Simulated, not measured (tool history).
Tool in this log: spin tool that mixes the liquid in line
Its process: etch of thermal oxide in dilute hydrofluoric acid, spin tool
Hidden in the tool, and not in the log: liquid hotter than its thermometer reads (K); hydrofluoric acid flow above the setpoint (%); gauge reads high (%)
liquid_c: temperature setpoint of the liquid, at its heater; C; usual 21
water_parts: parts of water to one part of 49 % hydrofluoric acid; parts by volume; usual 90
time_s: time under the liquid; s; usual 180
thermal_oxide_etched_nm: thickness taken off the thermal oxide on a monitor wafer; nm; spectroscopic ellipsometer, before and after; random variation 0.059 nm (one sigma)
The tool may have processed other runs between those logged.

| run | hour | liquid_c | water_parts | time_s | wafers since the last listed run | hours since the thermometer was replaced | hours since the hydrofluoric acid flow meter was replaced | hours since the gauge calibration | read-back film thickness of the thermal oxide reference wafer, read on the same gauge (nm) | thermal_oxide_etched_nm |
|---|---|---|---|---|---|---|---|---|---|---|
| 1 | 0 | 21 | 90 | 90 | 0 | 1371.3 | 821.2 | 138.8 | 70.29 | 4.26 |
| 2 | 48.7 | 21 | 75 | 255 | 310 | 1420 | 869.9 | 187.5 | 70.41 | 14.64 |
| 3 | 119.4 | 21 | 75 | 255 | 451 | 1490.7 | 940.6 | 258.2 | 70.59 | 14.72 |
| 4 | 170.8 | 21 | 75 | 255 | 327 | 1542.1 | 992 | 309.6 | 70.75 | 14.65 |
| 5 | 222.7 | 21 | 90 | 180 | 331 | 1594 | 1043.9 | 361.5 | 70.89 | 8.51 |
| 6 | 280.5 | 21 | 90 | 180 | 368 | 1651.8 | 1101.7 | 419.3 | 71.05 | 8.57 |
| 7 | 329.3 | 21 | 90 | 180 | 311 | 1700.6 | 1150.5 | 468.1 | 71.22 | 8.59 |
| 8 | 358.9 | 21 | 90 | 100 | 188 | 1730.2 | 1180.1 | 497.7 | 71.28 | 4.81 |
| 9 | 407.5 | 21 | 90 | 100 | 310 | 1778.8 | 1228.7 | 546.3 | 71.4 | 4.78 |
|  | 432.7 | thermometer replaced |
| 10 | 454.5 | 21 | 90 | 100 | 293 | 21.8 | 1275.7 | 593.3 | 71.56 | 4.71 |
| 11 | 521.2 | 21 | 90 | 180 | 425 | 88.5 | 1342.4 | 660 | 71.68 | 8.75 |
| 12 | 578 | 21 | 90 | 180 | 362 | 145.3 | 1399.2 | 716.8 | 71.87 | 8.61 |
| 13 | 630.9 | 21 | 120 | 90 | 337 | 198.2 | 1452.1 | 769.7 | 72.05 | 3.15 |
|  | 663.4 | gauge calibrated |
| 14 | 665.9 | 17.5 | 45 | 180 | 223 | 233.2 | 1487.1 | 2.5 | 70.18 | 15.29 |
| 15 | 793.3 | 19 | 90 | 135 | 812 | 360.6 | 1614.5 | 129.9 | 70.52 | 5.84 |
| 16 | 821.9 | 25 | 90 | 180 | 182 | 389.2 | 1643.1 | 158.5 | 70.61 | 10.06 |
| 17 | 857.5 | 21 | 90 | 180 | 227 | 424.8 | 1678.7 | 194.1 | 70.73 | 8.4 |
|  | 873.6 | hydrofluoric acid flow meter replaced |
| 18 | 896.3 | 24.5 | 90 | 270 | 241 | 463.6 | 22.7 | 232.9 | 70.86 | 14.96 |
| 19 | 939.3 | 18 | 75 | 145 | 274 | 506.6 | 65.7 | 275.9 | 70.92 | 7.34 |
| 20 | 975.9 | 18.5 | 125 | 145 | 233 | 543.2 | 102.3 | 312.5 | 71.08 | 4.31 |
| 21 | 1014.7 | 24 | 130 | 180 | 247 | 582 | 141.1 | 351.3 | 71.17 | 6.34 |
| 22 | 1051.6 | 21 | 75 | 180 | 235 | 618.9 | 178 | 388.2 | 71.26 | 10.51 |
| 23 | 1108.3 | 23 | 110 | 115 | 361 | 675.6 | 234.7 | 444.9 | 71.44 | 4.78 |
| 24 | 1135.6 | 23.5 | 45 | 180 | 174 | 702.9 | 262 | 472.2 | 71.49 | 20.5 |
| 25 | 1161.5 | 21 | 90 | 180 | 165 | 728.8 | 287.9 | 498.1 | 71.58 | 8.69 |

For some of the steps in thermal_oxide_etched_nm from one run to the next: how much would appear even if the tool had no hidden state, given the settings, what came in and random variation, and how much remains for the hidden state plus any gauge scatter that the measured result and the result without hidden state don't share?
Run 13 -> 14: liquid_c 21 -> 17.5, water_parts 120 -> 45, time_s 90 -> 180, gauge calibrated. thermal_oxide_etched_nm +12.14 nm: hidden state -0.05, all else +12.19.
Run 23 -> 24: liquid_c 23 -> 23.5, water_parts 110 -> 45, time_s 115 -> 180. thermal_oxide_etched_nm +15.72 nm: hidden state +0.34, all else +15.38.
Run 24 -> 25: liquid_c 23.5 -> 21, water_parts 45 -> 90. thermal_oxide_etched_nm -11.81 nm: hidden state -0.24, all else -11.57.

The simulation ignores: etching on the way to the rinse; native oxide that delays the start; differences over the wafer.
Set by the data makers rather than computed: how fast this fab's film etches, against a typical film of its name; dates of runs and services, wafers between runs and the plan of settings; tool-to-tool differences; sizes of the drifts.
